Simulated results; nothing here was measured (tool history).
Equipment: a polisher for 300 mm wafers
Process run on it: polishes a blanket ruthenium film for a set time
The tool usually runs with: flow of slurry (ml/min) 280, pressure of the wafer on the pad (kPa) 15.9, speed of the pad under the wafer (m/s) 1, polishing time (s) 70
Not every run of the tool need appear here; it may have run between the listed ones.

| run | hour | flow of slurry (ml/min) | pressure of the wafer on the pad (kPa) | speed of the pad under the wafer (m/s) | polishing time (s) | incoming thickness of the incoming film, nm | film removed (Å) |
|---|---|---|---|---|---|---|---|
| 1 | 0 | 280 | 15.9 | 1 | 70 | 268.6 | 903 |
| 2 | 19.9 | 250 | 15.9 | 1 | 70 | 273.3 | 878 |
| 3 | 77.7 | 250 | 15.9 | 1 | 70 | 267.1 | 920 |
| 4 | 98.8 | 280 | 15.9 | 1 | 70 | 270.6 | 889 |
| 5 | 119.8 | 335 | 15.9 | 1 | 70 | 268.3 | 900 |
|  | 127.4 | slurry nozzle cleaned |
| 6 | 134.4 | 220 | 15.9 | 1.24 | 70 | 273.5 | 1059 |
| 7 | 161.3 | 220 | 15.9 | 1.24 | 70 | 271.3 | 1053 |
|  | 212.4 | worn pad replaced by a new one |
| 8 | 232 | 220 | 15.9 | 1.24 | 70 | 267.4 | 1059 |
| 9 | 260.3 | 280 | 15.9 | 1.24 | 70 | 270.2 | 1045 |
| 10 | 290.1 | 280 | 15.9 | 1 | 70 | 268.8 | 884 |
| 11 | 313 | 280 | 15.9 | 1 | 70 | 271.4 | 890 |
| 12 | 341.8 | 280 | 15.9 | 1 | 70 | 267.4 | 870 |
| 13 | 354.2 | 280 | 15.9 | 1 | 70 | 275.2 | 870 |
| 14 | 387.1 | 280 | 15.9 | 1 | 70 | 269.7 | 877 |
|  | 413.1 | worn pad replaced by a new one, of another model than before |
| 15 | 414.2 | 225 | 15.9 | 1 | 84 | 271.8 | 1036 |
| 16 | 435.1 | 225 | 15.9 | 1 | 84 | 269.8 | 1027 |
| 17 | 457.8 | 280 | 15.9 | 1 | 70 | 268.6 | 897 |
| 18 | 475.1 | 280 | 15.9 | 1 | 70 | 275.6 | 882 |
| 19 | 500.4 | 330 | 20.7 | 0.84 | 76 | 265.5 | 1063 |
| 20 | 521.3 | 355 | 17.9 | 1.2 | 50 | 268.6 | 786 |
| 21 | 553.3 | 325 | 12.4 | 0.9 | 70 | 266.8 | 716 |
|  | 591.2 | head pressure recalibrated |
| 22 | 611.2 | 185 | 18.6 | 0.8 | 63 | 271.3 | 821 |
|  | 637.1 | worn pad replaced by a new one |
|  | 637.1 | slurry nozzle cleaned |
| 23 | 637.4 | 280 | 15.9 | 1 | 93 | 269.7 | 1300 |
| 24 | 672.1 | 280 | 18.6 | 1.24 | 70 | 267.9 | 1250 |
| 25 | 694.9 | 280 | 15.9 | 1 | 70 | 272.2 | 987 |
| 26 | 723.4 | 280 | 15.9 | 0.82 | 76 | 272 | 937 |
| 27 | 762.4 | 280 | 17.2 | 1 | 82 | 268.9 | 1225 |
| 28 | 781.9 | 280 | 18.6 | 1 | 56 | 271.9 | 878 |
| 29 | 817.8 | 280 | 20 | 1 | 82 | 274.3 | 1360 |
| 30 | 830.4 | 220 | 20 | 0.84 | 62 | 268 | 862 |
|  | 837 | worn pad replaced by a new one |
| 31 | 896.8 | 350 | 15.9 | 1 | 47 | 267.8 | 674 |
| 32 | 931.4 | 280 | 18.6 | 1.24 | 70 | 273.8 | 1255 |
| 33 | 952.8 | 280 | 14.5 | 1 | 70 | 270 | 928 |
| 34 | 968.4 | 325 | 12.4 | 0.9 | 70 | 274.1 | 784 |
| 35 | 984.4 | 280 | 12.4 | 1 | 81 | 269.9 | 937 |
| 36 | 1056.2 | 185 | 15.9 | 1 | 70 | 271.9 | 913 |
|  | 1071.1 | worn pad replaced by a new one |
| 37 | 1071.6 | 280 | 15.9 | 1 | 70 | 272 | 960 |

Give the tool's hidden conditions for every run:
removal rate lost through wear of the pad, %: 0 at every run
slurry flow missing at the pad, %: 0 at every run
H1: deviation of the head's pressure from its setpoint, %
| run | H1 |
|---|---|
| 1 | -5.16 |
| 2 | -5.36 |
| 3 | -5.97 |
| 4 | -6.2 |
| 5 | -6.44 |
| 6 | -6.61 |
| 7 | -6.93 |
| 8 | -7.82 |
| 9 | -8.2 |
| 10 | -8.61 |
| 11 | -8.93 |
| 12 | -9.34 |
| 13 | -9.52 |
| 14 | -10 |
| 15 | -10.4 |
| 16 | -10.8 |
| 17 | -11.1 |
| 18 | -11.4 |
| 19 | -11.8 |
| 20 | -12.2 |
| 21 | -12.7 |
| 22 | 2.04 |
| 23 | 2.02 |
| 24 | 1.99 |
| 25 | 1.97 |
| 26 | 1.92 |
| 27 | 1.84 |
| 28 | 1.79 |
| 29 | 1.69 |
| 30 | 1.65 |
| 31 | 1.4 |
| 32 | 1.25 |
| 33 | 1.15 |
| 34 | 1.07 |
| 35 | 0.982 |
| 36 | 0.561 |
| 37 | 0.462 |
